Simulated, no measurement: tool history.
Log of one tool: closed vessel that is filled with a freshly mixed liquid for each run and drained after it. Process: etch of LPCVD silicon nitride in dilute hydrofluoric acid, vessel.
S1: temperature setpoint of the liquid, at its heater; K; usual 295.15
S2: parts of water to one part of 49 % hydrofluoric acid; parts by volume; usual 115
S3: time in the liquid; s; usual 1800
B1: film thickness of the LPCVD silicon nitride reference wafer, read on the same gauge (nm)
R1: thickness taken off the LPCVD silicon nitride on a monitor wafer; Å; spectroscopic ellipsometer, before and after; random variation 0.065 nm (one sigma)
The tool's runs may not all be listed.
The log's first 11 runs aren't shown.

| run | day | S1 | S2 | S3 | B1 | R1 |
|---|---|---|---|---|---|---|
|  | 27.571 | hydrofluoric acid flow meter replaced |
| 12 | 28.712 | 295.15 | 115 | 1800 | 100.00 | 70.1 |
| 13 | 29.854 | 295.15 | 115 | 1520 | 100.00 | 58.4 |
| 14 | 32.475 | 295.15 | 115 | 1800 | 100.00 | 68.4 |
| 15 | 34.167 | 295.15 | 115 | 1800 | 100.00 | 68.0 |
|  | 36.188 | thermometer replaced |
| 16 | 36.362 | 295.15 | 90 | 1800 | 99.98 | 92.7 |
| 17 | 38.262 | 295.15 | 145 | 1800 | 100.01 | 57.7 |
| 18 | 40.421 | 296.65 | 115 | 2655 | 100.01 | 119.1 |
| 19 | 48.108 | 290.65 | 70 | 1145 | 100.00 | 54.1 |
| 20 | 49.888 | 296.65 | 95 | 1800 | 100.00 | 94.8 |
|  | 50.800 | gauge calibrated |
| 21 | 52.354 | 297.65 | 60 | 760 | 100.00 | 67.5 |
| 22 | 54.025 | 297.65 | 80 | 785 | 100.00 | 52.4 |
| 23 | 55.346 | 297.65 | 65 | 2480 | 100.00 | 202.3 |
| 24 | 58.012 | 295.15 | 115 | 1800 | 100.01 | 69.6 |
| 25 | 60.042 | 299.65 | 95 | 2660 | 100.01 | 167.6 |
| 26 | 61.596 | 295.15 | 160 | 1420 | 100.01 | 39.7 |
| 27 | 62.929 | 295.15 | 115 | 1800 | 100.02 | 69.7 |
| 28 | 64.271 | 293.15 | 70 | 2655 | 100.00 | 144.4 |
| 29 | 65.667 | 290.65 | 115 | 2680 | 100.01 | 76.0 |
| 30 | 68.325 | 300.15 | 70 | 1080 | 100.02 | 93.9 |
| 31 | 70.379 | 290.15 | 80 | 2085 | 100.01 | 80.1 |

Run 32 comes next. What will it give?
|  | 71.421 | thermometer replaced |
| 32 | 73.012 | 295.15 | 115 | 1800 | ? | ? |

B1: 100.01
R1: 73.2 Å
Without the tool's hidden state the same run would have given R1 73.7 Å.
